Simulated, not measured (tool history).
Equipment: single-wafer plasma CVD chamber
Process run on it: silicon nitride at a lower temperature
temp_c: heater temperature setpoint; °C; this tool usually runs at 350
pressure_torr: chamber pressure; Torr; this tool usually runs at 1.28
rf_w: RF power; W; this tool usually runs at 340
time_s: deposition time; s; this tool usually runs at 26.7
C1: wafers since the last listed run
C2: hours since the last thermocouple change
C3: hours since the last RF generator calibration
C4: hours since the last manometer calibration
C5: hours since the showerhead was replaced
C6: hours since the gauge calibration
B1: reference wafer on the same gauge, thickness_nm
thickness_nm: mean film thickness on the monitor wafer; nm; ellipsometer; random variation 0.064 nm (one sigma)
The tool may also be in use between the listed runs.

Run 1, hour 0: usual settings; C1 0; C2 1747.5; C3 1992.1; C4 2501.9; C5 4647.4; C6 44.1; B1 30.286. Result: thickness_nm 28.66 nm.
Run 2, hour 107.4: usual settings but pressure_torr 1.15 Torr; C1 1424; C2 1854.9; C3 2099.5; C4 2609.3; C5 4754.8; C6 151.5; B1 30.299. Result: thickness_nm 27.587 nm.
Run 3, hour 141.1: usual settings but pressure_torr 1.15 Torr; C1 446; C2 1888.6; C3 2133.2; C4 2643; C5 4788.5; C6 185.2; B1 30.28. Result: thickness_nm 27.656 nm.
Run 4, hour 156.5: usual settings but rf_w 370 W; C1 204; C2 1904; C3 2148.6; C4 2658.4; C5 4803.9; C6 200.6; B1 30.275. Result: thickness_nm 29.779 nm.
Run 5, hour 182.2: usual settings but rf_w 370 W; C1 340; C2 1929.7; C3 2174.3; C4 2684.1; C5 4829.6; C6 226.3; B1 30.312. Result: thickness_nm 29.767 nm.
Run 6, hour 208.3: usual settings but rf_w 370 W; C1 346; C2 1955.8; C3 2200.4; C4 2710.2; C5 4855.7; C6 252.4; B1 30.308. Result: thickness_nm 29.79 nm.
At hour 223.6: capacitance manometer re-zeroed and calibrated.
At hour 231.2: RF generator calibrated.
Run 7, hour 237.6: usual settings but pressure_torr 1.18 Torr; C1 182; C2 1985.1; C3 6.4; C4 14; C5 4885; C6 281.7; B1 30.3. Result: thickness_nm 28.889 nm.
Run 8, hour 253.5: usual settings but time_s 30.4 s; C1 210; C2 2001; C3 22.3; C4 29.9; C5 4900.9; C6 297.6; B1 30.301. Result: thickness_nm 33.699 nm.
Run 9, hour 272.3: usual settings but time_s 30.4 s; C1 249; C2 2019.8; C3 41.1; C4 48.7; C5 4919.7; C6 316.4; B1 30.297. Result: thickness_nm 33.5 nm.
Run 10, hour 307.2: usual settings but temp_c 337 °C, pressure_torr 1.58 Torr, time_s 29.4 s; C1 462; C2 2054.7; C3 76; C4 83.6; C5 4954.6; C6 351.3; B1 30.312. Result: thickness_nm 34.717 nm.
At hour 337.2: thermocouple changed; heater temperature recalibrated.
Run 11, hour 343.2: usual settings but temp_c 359 °C, rf_w 400 W, time_s 28.5 s; C1 371; C2 6; C3 112; C4 119.6; C5 4990.6; C6 387.3; B1 30.313. Result: thickness_nm 34.37 nm.
Run 12, hour 366.7: usual settings but temp_c 357 °C, pressure_torr 1.16 Torr, rf_w 305 W, time_s 30.9 s; C1 311; C2 29.5; C3 135.5; C4 143.1; C5 5014.1; C6 410.8; B1 30.3. Result: thickness_nm 31.17 nm.
At hour 377.5: showerhead replaced, of another model than before.
Run 13, hour 383.8: usual settings but temp_c 338 °C; C1 120; C2 46.6; C3 152.6; C4 160.2; C5 6.3; C6 427.9; B1 30.291. Result: thickness_nm 29.227 nm.
At hour 416.3: gauge calibrated.
Run 14, hour 416.4: usual settings but temp_c 340 °C, rf_w 275 W, time_s 23.2 s; C1 432; C2 79.2; C3 185.2; C4 192.8; C5 38.9; C6 0.1; B1 30.308. Result: thickness_nm 20.169 nm.
Run 15, hour 429: usual settings; C1 167; C2 91.8; C3 197.8; C4 205.4; C5 51.5; C6 12.7; B1 30.301. Result: thickness_nm 29.091 nm.
Run 16, hour 462.9: usual settings but temp_c 357 °C, rf_w 380 W, time_s 29.3 s; C1 449; C2 125.7; C3 231.7; C4 239.3; C5 85.4; C6 46.6; B1 30.291. Result: thickness_nm 35.073 nm.
Run 17, hour 495.6: usual settings but temp_c 336 °C, pressure_torr 1.11 Torr, rf_w 380 W, time_s 25 s; C1 433; C2 158.4; C3 264.4; C4 272; C5 118.1; C6 79.3; B1 30.302. Result: thickness_nm 29.275 nm.
Run 18, hour 525.9: usual settings but temp_c 342 °C; C1 401; C2 188.7; C3 294.7; C4 302.3; C5 148.4; C6 109.6; B1 30.294. Result: thickness_nm 29.039 nm.

Consider 3 possible next runs. They are alternatives, not a sequence: every one starts from the tool as it was left by run 18. What does each give?
Run A, hour 526.3: usual settings but rf_w 310 W; C1 5; C2 189.1; C3 295.1; C4 302.7; C5 148.8; C6 110; B1 ?. Result: thickness_nm ?.
Run B, hour 526.3: usual settings but pressure_torr 1.56 Torr; C1 5; C2 189.1; C3 295.1; C4 302.7; C5 148.8; C6 110; B1 ?. Result: thickness_nm ?.
Run C, hour 526.3: usual settings but temp_c 357 °C; C1 5; C2 189.1; C3 295.1; C4 302.7; C5 148.8; C6 110; B1 ?. Result: thickness_nm ?.

run      B1  thickness_nm
  A  30.312         26.33
  B  30.312        30.264
  C  30.312        28.842
Stripped of hidden state, with their random variation kept, the same runs would have yielded:
run  thickness_nm
  A         27.32
  B        31.347
  C        29.874
